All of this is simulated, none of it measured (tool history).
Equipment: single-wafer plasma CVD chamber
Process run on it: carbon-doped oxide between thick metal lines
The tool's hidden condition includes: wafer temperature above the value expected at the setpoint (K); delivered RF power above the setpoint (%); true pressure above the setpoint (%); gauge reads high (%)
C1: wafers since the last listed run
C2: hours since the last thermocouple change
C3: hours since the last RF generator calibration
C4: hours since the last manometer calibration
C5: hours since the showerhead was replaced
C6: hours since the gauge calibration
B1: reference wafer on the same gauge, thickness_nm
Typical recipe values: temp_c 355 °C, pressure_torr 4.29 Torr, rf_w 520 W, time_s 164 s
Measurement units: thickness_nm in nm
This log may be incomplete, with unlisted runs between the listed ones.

{"run": 1, "hour": 0.0, "temp_c": 355, "pressure_torr": 4.29, "rf_w": 520, "time_s": 164, "C1": 0, "C2": 621.5, "C3": 1738.5, "C4": 1208.8, "C5": 4489.9, "C6": 236.0, "B1": 779.049, "thickness_nm": 810.369}
{"run": 2, "hour": 14.6, "temp_c": 355, "pressure_torr": 4.29, "rf_w": 520, "time_s": 164, "C1": 125, "C2": 636.1, "C3": 1753.1, "C4": 1223.4, "C5": 4504.5, "C6": 250.6, "B1": 778.807, "thickness_nm": 809.887}
{"run": 3, "hour": 34.8, "temp_c": 355, "pressure_torr": 4.29, "rf_w": 520, "time_s": 143, "C1": 173, "C2": 656.3, "C3": 1773.3, "C4": 1243.6, "C5": 4524.7, "C6": 270.8, "B1": 778.499, "thickness_nm": 703.922}
{"run": 4, "hour": 51.9, "temp_c": 355, "pressure_torr": 4.29, "rf_w": 520, "time_s": 164, "C1": 147, "C2": 673.4, "C3": 1790.4, "C4": 1260.7, "C5": 4541.8, "C6": 287.9, "B1": 779.421, "thickness_nm": 807.062}
{"run": 5, "hour": 64.7, "temp_c": 355, "pressure_torr": 4.29, "rf_w": 520, "time_s": 164, "C1": 110, "C2": 686.2, "C3": 1803.2, "C4": 1273.5, "C5": 4554.6, "C6": 300.7, "B1": 779.364, "thickness_nm": 810.102}
{"run": 6, "hour": 107.6, "temp_c": 355, "pressure_torr": 4.29, "rf_w": 520, "time_s": 164, "C1": 369, "C2": 729.1, "C3": 1846.1, "C4": 1316.4, "C5": 4597.5, "C6": 343.6, "B1": 779.19, "thickness_nm": 807.872}
{"run": 7, "hour": 130.5, "temp_c": 355, "pressure_torr": 4.29, "rf_w": 520, "time_s": 164, "C1": 197, "C2": 752.0, "C3": 1869.0, "C4": 1339.3, "C5": 4620.4, "C6": 366.5, "B1": 778.585, "thickness_nm": 803.468}
{"run": 8, "hour": 156.6, "temp_c": 347, "pressure_torr": 4.29, "rf_w": 520, "time_s": 164, "C1": 224, "C2": 778.1, "C3": 1895.1, "C4": 1365.4, "C5": 4646.5, "C6": 392.6, "B1": 779.39, "thickness_nm": 822.653}
{"run": 9, "hour": 171.0, "temp_c": 347, "pressure_torr": 4.29, "rf_w": 520, "time_s": 164, "C1": 124, "C2": 792.5, "C3": 1909.5, "C4": 1379.8, "C5": 4660.9, "C6": 407.0, "B1": 779.149, "thickness_nm": 819.227}
{"run": 10, "hour": 183.5, "temp_c": 347, "pressure_torr": 4.29, "rf_w": 520, "time_s": 164, "C1": 107, "C2": 805.0, "C3": 1922.0, "C4": 1392.3, "C5": 4673.4, "C6": 419.5, "B1": 778.962, "thickness_nm": 818.097}
{"run": 11, "hour": 211.0, "temp_c": 355, "pressure_torr": 4.29, "rf_w": 520, "time_s": 164, "C1": 236, "C2": 832.5, "C3": 1949.5, "C4": 1419.8, "C5": 4700.9, "C6": 447.0, "B1": 778.706, "thickness_nm": 809.309}
{"run": 12, "hour": 238.2, "temp_c": 344, "pressure_torr": 4.29, "rf_w": 520, "time_s": 164, "C1": 234, "C2": 859.7, "C3": 1976.7, "C4": 1447.0, "C5": 4728.1, "C6": 474.2, "B1": 778.943, "thickness_nm": 822.52}
{"hour": 248.7, "done": "RF generator calibrated"}
{"run": 13, "hour": 272.0, "temp_c": 344, "pressure_torr": 4.29, "rf_w": 520, "time_s": 164, "C1": 222, "C2": 893.5, "C3": 23.3, "C4": 1480.8, "C5": 4761.9, "C6": 508.0, "B1": 779.176, "thickness_nm": 877.281}
{"hour": 285.2, "done": "gauge calibrated"}
{"hour": 292.0, "done": "showerhead replaced"}
{"run": 14, "hour": 295.0, "temp_c": 355, "pressure_torr": 4.29, "rf_w": 520, "time_s": 164, "C1": 129, "C2": 916.5, "C3": 46.3, "C4": 1503.8, "C5": 3.0, "C6": 9.8, "B1": 778.97, "thickness_nm": 855.651}
{"run": 15, "hour": 325.3, "temp_c": 355, "pressure_torr": 4.29, "rf_w": 550, "time_s": 187, "C1": 260, "C2": 946.8, "C3": 76.6, "C4": 1534.1, "C5": 33.3, "C6": 40.1, "B1": 779.325, "thickness_nm": 1013.884}
{"run": 16, "hour": 348.0, "temp_c": 345, "pressure_torr": 4.29, "rf_w": 520, "time_s": 164, "C1": 195, "C2": 969.5, "C3": 99.3, "C4": 1556.8, "C5": 56.0, "C6": 62.8, "B1": 779.172, "thickness_nm": 869.417}
{"run": 17, "hour": 381.8, "temp_c": 369, "pressure_torr": 4.29, "rf_w": 520, "time_s": 164, "C1": 291, "C2": 1003.3, "C3": 133.1, "C4": 1590.6, "C5": 89.8, "C6": 96.6, "B1": 779.373, "thickness_nm": 830.14}
{"run": 18, "hour": 413.0, "temp_c": 340, "pressure_torr": 4.29, "rf_w": 520, "time_s": 164, "C1": 268, "C2": 1034.5, "C3": 164.3, "C4": 1621.8, "C5": 121.0, "C6": 127.8, "B1": 778.495, "thickness_nm": 881.239}
{"hour": 432.0, "done": "thermocouple changed; heater temperature recalibrated"}
{"run": 19, "hour": 489.4, "temp_c": 355, "pressure_torr": 4.29, "rf_w": 520, "time_s": 131, "C1": 589, "C2": 57.4, "C3": 240.7, "C4": 1698.2, "C5": 197.4, "C6": 204.2, "B1": 779.145, "thickness_nm": 675.893}
{"hour": 503.4, "done": "capacitance manometer re-zeroed and calibrated"}
{"run": 20, "hour": 509.4, "temp_c": 355, "pressure_torr": 4.29, "rf_w": 520, "time_s": 164, "C1": 103, "C2": 77.4, "C3": 260.7, "C4": 6.0, "C5": 217.4, "C6": 224.2, "B1": 779.248, "thickness_nm": 849.69}
{"run": 21, "hour": 523.5, "temp_c": 344, "pressure_torr": 3.26, "rf_w": 450, "time_s": 185, "C1": 121, "C2": 91.5, "C3": 274.8, "C4": 20.1, "C5": 231.5, "C6": 238.3, "B1": 779.102, "thickness_nm": 838.536}
{"run": 22, "hour": 542.1, "temp_c": 342, "pressure_torr": 4.29, "rf_w": 520, "time_s": 190, "C1": 160, "C2": 110.1, "C3": 293.4, "C4": 38.7, "C5": 250.1, "C6": 256.9, "B1": 778.769, "thickness_nm": 1011.585}
{"run": 23, "hour": 557.7, "temp_c": 355, "pressure_torr": 4.29, "rf_w": 520, "time_s": 142, "C1": 134, "C2": 125.7, "C3": 309.0, "C4": 54.3, "C5": 265.7, "C6": 272.5, "B1": 779.31, "thickness_nm": 731.752}
{"run": 24, "hour": 664.8, "temp_c": 341, "pressure_torr": 4.91, "rf_w": 520, "time_s": 164, "C1": 922, "C2": 232.8, "C3": 416.1, "C4": 161.4, "C5": 372.8, "C6": 379.6, "B1": 779.224, "thickness_nm": 898.719}
{"run": 25, "hour": 689.4, "temp_c": 355, "pressure_torr": 4.29, "rf_w": 420, "time_s": 164, "C1": 211, "C2": 257.4, "C3": 440.7, "C4": 186.0, "C5": 397.4, "C6": 404.2, "B1": 779.247, "thickness_nm": 725.814}
{"run": 26, "hour": 724.4, "temp_c": 346, "pressure_torr": 3.84, "rf_w": 520, "time_s": 179, "C1": 301, "C2": 292.4, "C3": 475.7, "C4": 221.0, "C5": 432.4, "C6": 439.2, "B1": 778.941, "thickness_nm": 914.928}

Forecast each of these 3 alternatives for the next run:
{"run": "A", "hour": 724.8, "temp_c": 355, "pressure_torr": 4.29, "rf_w": 475, "time_s": 164, "C1": 3, "C2": 292.8, "C3": 476.1, "C4": 221.4, "C5": 432.8, "C6": 439.6, "B1": "?", "thickness_nm": "?"}
{"run": "B", "hour": 724.8, "temp_c": 363, "pressure_torr": 4.29, "rf_w": 520, "time_s": 148, "C1": 3, "C2": 292.8, "C3": 476.1, "C4": 221.4, "C5": 432.8, "C6": 439.6, "B1": "?", "thickness_nm": "?"}
{"run": "C", "hour": 724.8, "temp_c": 355, "pressure_torr": 4.94, "rf_w": 520, "time_s": 187, "C1": 3, "C2": 292.8, "C3": 476.1, "C4": 221.4, "C5": 432.8, "C6": 439.6, "B1": "?", "thickness_nm": "?"}

run=A B1=779.278 thickness_nm=796.154
run=B B1=779.278 thickness_nm=750.600
run=C B1=779.278 thickness_nm=996.620
The same runs, with their run-to-run variation unchanged, on a tool lacking any hidden condition would have given:
run=A thickness_nm=808.524
run=B thickness_nm=762.010
run=C thickness_nm=1011.770
